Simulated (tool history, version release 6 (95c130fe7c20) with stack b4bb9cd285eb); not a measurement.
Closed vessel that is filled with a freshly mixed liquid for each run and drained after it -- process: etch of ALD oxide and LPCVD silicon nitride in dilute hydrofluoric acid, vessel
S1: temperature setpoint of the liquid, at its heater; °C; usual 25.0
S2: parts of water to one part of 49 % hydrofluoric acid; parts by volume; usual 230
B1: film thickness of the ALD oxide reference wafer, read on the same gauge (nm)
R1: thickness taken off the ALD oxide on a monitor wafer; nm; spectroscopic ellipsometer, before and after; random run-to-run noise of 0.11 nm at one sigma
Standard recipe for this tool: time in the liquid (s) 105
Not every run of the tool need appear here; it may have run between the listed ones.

{"run": 1, "hour": 0.0, "S1": 25.0, "S2": 230, "time in the liquid (s)": 105, "B1": 130.01, "R1": 10.81}
{"run": 2, "hour": 155.1, "S1": 25.0, "S2": 230, "time in the liquid (s)": 105, "B1": 130.04, "R1": 11.04}
{"run": 3, "hour": 185.9, "S1": 25.0, "S2": 200, "time in the liquid (s)": 105, "B1": 130.01, "R1": 13.05}
{"run": 4, "hour": 224.9, "S1": 25.0, "S2": 200, "time in the liquid (s)": 105, "B1": 129.99, "R1": 13.01}
{"run": 5, "hour": 295.3, "S1": 25.0, "S2": 200, "time in the liquid (s)": 105, "B1": 129.99, "R1": 13.17}
{"run": 6, "hour": 321.5, "S1": 25.0, "S2": 230, "time in the liquid (s)": 105, "B1": 130.0, "R1": 10.98}
{"run": 7, "hour": 362.8, "S1": 25.0, "S2": 230, "time in the liquid (s)": 105, "B1": 130.0, "R1": 10.98}
{"run": 8, "hour": 426.7, "S1": 25.0, "S2": 230, "time in the liquid (s)": 105, "B1": 130.01, "R1": 10.72}
{"run": 9, "hour": 469.0, "S1": 25.0, "S2": 230, "time in the liquid (s)": 105, "B1": 129.98, "R1": 11.03}
{"run": 10, "hour": 533.1, "S1": 25.0, "S2": 230, "time in the liquid (s)": 105, "B1": 130.01, "R1": 11.12}
{"run": 11, "hour": 561.2, "S1": 25.0, "S2": 305, "time in the liquid (s)": 105, "B1": 130.01, "R1": 7.57}
{"run": 12, "hour": 592.3, "S1": 25.0, "S2": 305, "time in the liquid (s)": 105, "B1": 130.01, "R1": 7.71}
{"run": 13, "hour": 629.1, "S1": 25.0, "S2": 200, "time in the liquid (s)": 105, "B1": 129.98, "R1": 12.9}
{"run": 14, "hour": 682.3, "S1": 25.0, "S2": 230, "time in the liquid (s)": 105, "B1": 129.99, "R1": 10.86}
{"run": 15, "hour": 735.8, "S1": 28.0, "S2": 185, "time in the liquid (s)": 155, "B1": 130.0, "R1": 23.89}
{"run": 16, "hour": 782.4, "S1": 25.0, "S2": 330, "time in the liquid (s)": 105, "B1": 129.98, "R1": 6.75}
{"run": 17, "hour": 822.1, "S1": 29.5, "S2": 230, "time in the liquid (s)": 80, "B1": 130.03, "R1": 9.83}
{"run": 18, "hour": 871.2, "S1": 25.0, "S2": 200, "time in the liquid (s)": 105, "B1": 130.01, "R1": 13.01}
{"run": 19, "hour": 900.4, "S1": 25.0, "S2": 170, "time in the liquid (s)": 75, "B1": 130.02, "R1": 11.3}
{"run": 20, "hour": 978.3, "S1": 29.0, "S2": 155, "time in the liquid (s)": 105, "B1": 130.0, "R1": 20.09}
{"run": 21, "hour": 1044.1, "S1": 25.0, "S2": 230, "time in the liquid (s)": 105, "B1": 130.0, "R1": 11.24}
{"run": 22, "hour": 1079.1, "S1": 25.0, "S2": 230, "time in the liquid (s)": 170, "B1": 129.97, "R1": 17.82}
{"run": 23, "hour": 1103.1, "S1": 25.0, "S2": 230, "time in the liquid (s)": 105, "B1": 129.98, "R1": 11.02}
{"run": 24, "hour": 1133.6, "S1": 23.5, "S2": 230, "time in the liquid (s)": 70, "B1": 129.96, "R1": 6.93}

The log once held 3 entries between its listed runs, left out of this copy. Where does each go, and what is different about the tool's unlogged condition between the listed run before it and the listed run after it?
Logged between run 7 and run 8: gauge calibrated (hour 380.3); thermometer replaced (hour 423.4); hydrofluoric acid flow meter replaced (hour 425.9)
  the hidden state is the same at both runs
